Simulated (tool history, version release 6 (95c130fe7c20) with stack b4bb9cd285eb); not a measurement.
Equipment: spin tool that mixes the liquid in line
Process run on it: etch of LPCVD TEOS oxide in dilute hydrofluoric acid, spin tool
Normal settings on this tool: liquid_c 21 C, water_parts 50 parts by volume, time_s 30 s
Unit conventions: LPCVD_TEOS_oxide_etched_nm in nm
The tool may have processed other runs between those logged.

run   hour  liquid_c  water_parts  time_s  read-back film thickness of the LPCVD TEOS oxide reference wafer, read on the same gauge (nm)  LPCVD_TEOS_oxide_etched_nm
  1      0        21           65      30                                                                                          99.99                        17.1
  2   20.4        21           65      30                                                                                          99.99                       17.17
  3     28        21           65      30                                                                                            100                       17.15
  4   39.5      17.5           40      30                                                                                            100                       24.73
  5     48      17.5           40      30                                                                                         100.04                       24.74
  6   62.1        25           50      30                                                                                         100.01                          27
  7   70.3        21           50      30                                                                                            100                       22.78
  8   87.4        21           50      30                                                                                         100.05                       22.81
  9  102.7        21           60      30                                                                                          99.98                       18.79
 10  116.2        21           60      30                                                                                          99.98                       18.91
     117.2  -- thermometer replaced
 11  132.8        18           50      30                                                                                          99.99                       19.02
 12  146.7        18           50      30                                                                                          99.99                       18.86
 13  162.3        21           50      30                                                                                          99.99                       21.56
 14  173.4        19           75      35                                                                                          99.98                       14.91
     182.5  -- hydrofluoric acid flow meter replaced
 15    184        25           70      40                                                                                         100.01                       23.51
 16  193.5        25           70      40                                                                                          99.98                       23.58
 17  208.8        21           50      25                                                                                         100.03                       17.92
 18  220.8      17.5           35      15                                                                                         100.01                       13.47

What does the tool deliver on the next run?
 19  233.8      25.5           40      15                                                                                              ?                           ?

Run 19 measured read-back film thickness of the LPCVD TEOS oxide reference wafer, read on the same gauge (nm) 100, LPCVD_TEOS_oxide_etched_nm 16.42 nm.
With no hidden state in the tool, this same run would have given LPCVD_TEOS_oxide_etched_nm 16.26 nm.

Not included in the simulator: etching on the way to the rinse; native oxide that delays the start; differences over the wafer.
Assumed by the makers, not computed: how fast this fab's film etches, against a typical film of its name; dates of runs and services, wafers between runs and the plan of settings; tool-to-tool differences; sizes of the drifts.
